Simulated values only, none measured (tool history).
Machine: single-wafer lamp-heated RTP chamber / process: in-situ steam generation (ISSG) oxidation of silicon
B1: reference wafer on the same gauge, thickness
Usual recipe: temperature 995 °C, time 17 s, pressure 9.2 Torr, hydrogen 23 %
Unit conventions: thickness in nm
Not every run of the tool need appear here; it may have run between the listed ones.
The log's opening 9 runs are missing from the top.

At hour 94.4: gauge calibrated.
Run 10, hour 109.6: usual settings but temperature 1008 °C, pressure 9.9 Torr; B1 5.728. Result: thickness 4.988 nm.
Run 11, hour 116.7: usual settings but temperature 1008 °C, time 20 s, hydrogen 27 %; B1 5.732. Result: thickness 5.646 nm.
Run 12, hour 133.7: usual settings but pressure 9.7 Torr; B1 5.734. Result: thickness 4.761 nm.
Run 13, hour 150.6: usual settings but time 23 s, pressure 10.2 Torr, hydrogen 32 %; B1 5.732. Result: thickness 5.82 nm.
Run 14, hour 175.7: usual settings but temperature 1002 °C, time 14 s, hydrogen 13 %; B1 5.731. Result: thickness 4.023 nm.
Run 15, hour 186.8: usual settings; B1 5.73. Result: thickness 4.818 nm.
At hour 202.2: pyrometer window cleaned and pyrometer calibrated.
Run 16, hour 204.2: usual settings but pressure 9.8 Torr; B1 5.732. Result: thickness 4.759 nm.
Run 17, hour 217: usual settings; B1 5.732. Result: thickness 4.801 nm.
Run 18, hour 223.3: usual settings; B1 5.733. Result: thickness 4.813 nm.
Run 19, hour 236.5: usual settings but temperature 1006 °C, time 20 s, hydrogen 31 %; B1 5.73. Result: thickness 5.837 nm.
Run 20, hour 244.1: usual settings; B1 5.726. Result: thickness 4.801 nm.
Run 21, hour 260.5: usual settings but temperature 986 °C, pressure 10.2 Torr; B1 5.729. Result: thickness 4.551 nm.
At hour 278: hydrogen flow controller replaced.
At hour 279.8: pressure gauge zeroed.
Run 22, hour 292.6: usual settings but pressure 8.3 Torr; B1 5.729. Result: thickness 4.879 nm.
Run 23, hour 307.8: usual settings but pressure 8.8 Torr, hydrogen 16 %; B1 5.731. Result: thickness 4.472 nm.
Run 24, hour 319.7: usual settings but pressure 8.2 Torr; B1 5.73. Result: thickness 4.908 nm.
Run 25, hour 328.2: usual settings but temperature 1006 °C, time 12 s, pressure 8.5 Torr, hydrogen 14 %; B1 5.731. Result: thickness 3.869 nm.
At hour 340.6: pyrometer window cleaned and pyrometer calibrated.
Run 26, hour 342.3: usual settings; B1 5.73. Result: thickness 4.797 nm.
Run 27, hour 354.4: usual settings but time 13 s; B1 5.726. Result: thickness 4.263 nm.
Run 28, hour 367.8: usual settings but time 12 s, hydrogen 26 %; B1 5.731. Result: thickness 4.256 nm.
Run 29, hour 382.3: usual settings but time 23 s; B1 5.725. Result: thickness 5.532 nm.
Run 30, hour 392.2: usual settings but time 20 s, pressure 10 Torr; B1 5.731. Result: thickness 5.099 nm.
Run 31, hour 402.8: usual settings; B1 5.723. Result: thickness 4.819 nm.

Predict each of these 4 candidate next runs independently; none follows another, all start after run 31:
Run A, hour 403.2: usual settings; B1 ?. Result: thickness ?.
Run B, hour 403.2: usual settings but hydrogen 32 %; B1 ?. Result: thickness ?.
Run C, hour 403.2: usual settings but temperature 1005 °C, time 13 s, pressure 10.2 Torr; B1 ?. Result: thickness ?.
Run D, hour 403.2: usual settings but temperature 1002 °C, time 21 s, pressure 8.4 Torr; B1 ?. Result: thickness ?.

run     B1  thickness
  A  5.727      4.834
  B  5.727      5.233
  C  5.727      4.372
  D  5.727      5.522
Without the tool's hidden state the same runs would have given:
run  thickness
  A       4.82
  B      5.219
  C       4.36
  D      5.505
